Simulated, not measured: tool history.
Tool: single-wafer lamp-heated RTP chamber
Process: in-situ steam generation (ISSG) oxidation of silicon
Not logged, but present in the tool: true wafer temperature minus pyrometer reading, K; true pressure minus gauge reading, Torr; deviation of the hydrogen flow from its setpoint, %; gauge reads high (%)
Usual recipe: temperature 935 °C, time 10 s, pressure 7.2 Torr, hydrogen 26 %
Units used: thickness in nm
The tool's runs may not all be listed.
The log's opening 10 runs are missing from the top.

run,day,temperature,time,pressure,hydrogen,wafers since the last listed run,wafers since the last pyrometer calibration,hours since the pressure gauge was zeroed,hours since the hydrogen flow controller was replaced,hours since the gauge calibration,"read-back reference wafer on the same gauge, thickness",thickness
11,27.933,935,10,7.2,26,733,1337,576.0,118.9,390.6,3.417,3.762
12,30.317,935,10,7.2,26,706,2043,633.2,176.1,447.8,3.421,3.750
13,32.929,935,10,7.2,26,774,2818,695.9,238.8,510.5,3.421,3.767
14,35.892,935,10,7.2,32,878,3696,767.0,309.9,581.6,3.421,3.996
15,37.421,935,10,7.2,26,453,4149,803.7,346.6,618.3,3.424,3.759
16,41.517,935,10,7.2,26,1214,5364,902.0,444.9,716.6,3.416,3.784
17,43.650,944,8,7.2,26,632,5996,953.2,496.1,767.8,3.425,3.575
18,46.208,935,10,7.2,26,758,6755,1014.6,557.5,829.2,3.421,3.790
# day 47.371: pyrometer window cleaned and pyrometer calibrated
19,47.829,947,8,6.9,32,381,136,1053.5,596.4,868.1,3.416,3.732
20,50.388,935,10,7.2,26,758,894,1114.9,657.8,929.5,3.426,3.768
21,54.650,953,13,6.9,26,1263,2158,1217.2,760.1,1031.8,3.420,4.308
22,57.821,935,10,7.2,26,940,3098,1293.3,836.2,1107.9,3.423,3.762
23,60.296,935,10,7.2,26,733,3832,1352.7,895.6,1167.3,3.421,3.778
24,61.933,935,10,7.2,26,485,4317,1392.0,934.9,1206.6,3.418,3.755
25,65.254,917,10,7.2,26,984,5302,1471.7,1014.6,1286.3,3.412,3.640
26,66.758,935,10,7.2,30,445,5748,1507.8,1050.7,1322.4,3.422,3.934
# day 68.225: pyrometer window cleaned and pyrometer calibrated
27,69.008,950,10,7.2,26,568,232,1561.8,1104.7,1376.4,3.423,3.826
28,71.492,954,14,6.9,26,736,968,1621.4,1164.3,1436.0,3.424,4.391
29,75.117,935,10,7.2,20,1074,2043,1708.4,1251.3,1523.0,3.422,3.493
30,78.217,923,12,6.9,20,919,2962,1782.8,1325.7,1597.4,3.426,3.611
31,80.238,953,7,7.2,26,599,3561,1831.3,1374.2,1645.9,3.417,3.463
32,82.879,935,12,7.2,17,783,4344,1894.7,1437.6,1709.3,3.419,3.584

3 ways to go on from here, each from the tool as it stands after run 32. What would each give?
A,82.900,943,10,7.2,26,6,4350,1895.2,1438.1,1709.8,?,?
B,82.900,935,10,6.9,23,6,4350,1895.2,1438.1,1709.8,?,?
C,82.900,935,10,7.7,26,6,4350,1895.2,1438.1,1709.8,?,?

run,"read-back reference wafer on the same gauge, thickness",thickness
A,3.415,3.824
B,3.415,3.618
C,3.415,3.759
What these runs would have given with no unlogged condition in the tool:
run,thickness
A,3.748
B,3.550
C,3.689

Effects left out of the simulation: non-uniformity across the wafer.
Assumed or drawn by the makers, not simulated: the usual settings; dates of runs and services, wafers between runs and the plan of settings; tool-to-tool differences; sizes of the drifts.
